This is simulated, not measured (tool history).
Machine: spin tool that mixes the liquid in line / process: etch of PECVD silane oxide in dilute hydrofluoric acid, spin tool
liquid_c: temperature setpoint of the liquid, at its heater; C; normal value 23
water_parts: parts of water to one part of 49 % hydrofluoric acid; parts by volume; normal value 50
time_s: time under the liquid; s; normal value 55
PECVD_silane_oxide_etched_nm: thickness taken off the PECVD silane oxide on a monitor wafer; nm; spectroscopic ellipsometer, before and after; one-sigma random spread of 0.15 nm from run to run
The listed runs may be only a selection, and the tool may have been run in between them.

run    hour  liquid_c  water_parts  time_s  read-back film thickness of the PECVD silane oxide reference wafer, read on the same gauge (nm)  PECVD_silane_oxide_etched_nm
  1       0        23           50      55                                                                                           149.99                         25.22
  2    65.3        23           50      55                                                                                           149.99                         25.36
  3   145.6        23           50      55                                                                                              150                         24.86
  4   248.3        23           50      55                                                                                           150.01                         24.92
  5   308.7        23           50      55                                                                                           150.01                         24.74
  6   356.2        23           50      55                                                                                           150.01                         24.69
  7   405.8        23           50      55                                                                                           149.99                         24.32
  8   461.4        23           50      55                                                                                              150                         24.29
  9   558.8      25.5           50      55                                                                                              150                         26.67
 10   622.5      25.5           50      55                                                                                              150                         26.76
 11   707.3      25.5           50      55                                                                                           149.99                         26.67
 12   813.4        23           50      55                                                                                              150                         23.71
 13   907.1        23           50      55                                                                                           150.02                         23.58
 14   955.2        23           50      55                                                                                           150.02                         25.77
 15  1062.8        23           50      55                                                                                           149.99                         25.78
 16    1118        23           50      55                                                                                           149.99                         25.67
 17  1201.1      25.5           50      55                                                                                           149.99                         27.81
 18  1287.4      19.5           75      30                                                                                              150                          7.62
 19  1358.2        20           50      75                                                                                           150.01                          30.2
 20  1452.5        21           60      25                                                                                           149.99                          8.58
 21  1548.3      19.5           75      30                                                                                           150.02                          7.53
 22    1605        23           50      55                                                                                           149.98                         24.56
 23  1696.1        23           65      55                                                                                           150.01                         18.46
 24  1746.2        18           30      35                                                                                              150                         21.19
 25  1804.3      24.5           25      55                                                                                              150                         52.62
 26  1892.6        23           50      20                                                                                           150.01                           9.4
 27    1998      20.5           50      55                                                                                           149.99                            23
 28  2035.8      25.5           30      80                                                                                              150                         69.69
 29  2115.2        21           30      30                                                                                              150                         21.69
 30  2206.6      27.5           50      55                                                                                              150                         30.15
 31    2269        23           30      55                                                                                           149.99                         42.55
 32    2370        23           70      25                                                                                              150                          7.86

Missing from the log above: 5 entries noted between runs. For each, name the pair of listed runs it sits between and say how the tool's hidden condition differs from the listed run just before to the listed run just after:
Between runs 10 and 11: hydrofluoric acid flow meter replaced (hour 667.9)
  liquid colder than its thermometer reads (K): 1.77 -> 1.93
  difference, measured minus the result without the unlogged condition, PECVD_silane_oxide_etched_nm: -2.01 -> -2.19 nm
Between runs 13 and 14: thermometer replaced (hour 923)
  liquid colder than its thermometer reads (K): 2.32 -> 0.0744
  difference, measured minus the result without the unlogged condition, PECVD_silane_oxide_etched_nm: -2.4 -> -0.07 nm
Between runs 22 and 23: gauge calibrated (hour 1665)
  liquid colder than its thermometer reads (K): 1.34 -> 1.51
  difference, measured minus the result without the unlogged condition, PECVD_silane_oxide_etched_nm: -1.41 -> -1.18 nm
Between runs 25 and 26: hydrofluoric acid flow meter replaced (hour 1831.3); thermometer replaced (hour 1837.8)
  liquid colder than its thermometer reads (K): 1.72 -> 0.162
  difference, measured minus the result without the unlogged condition, PECVD_silane_oxide_etched_nm: -3.96 -> -0.07 nm

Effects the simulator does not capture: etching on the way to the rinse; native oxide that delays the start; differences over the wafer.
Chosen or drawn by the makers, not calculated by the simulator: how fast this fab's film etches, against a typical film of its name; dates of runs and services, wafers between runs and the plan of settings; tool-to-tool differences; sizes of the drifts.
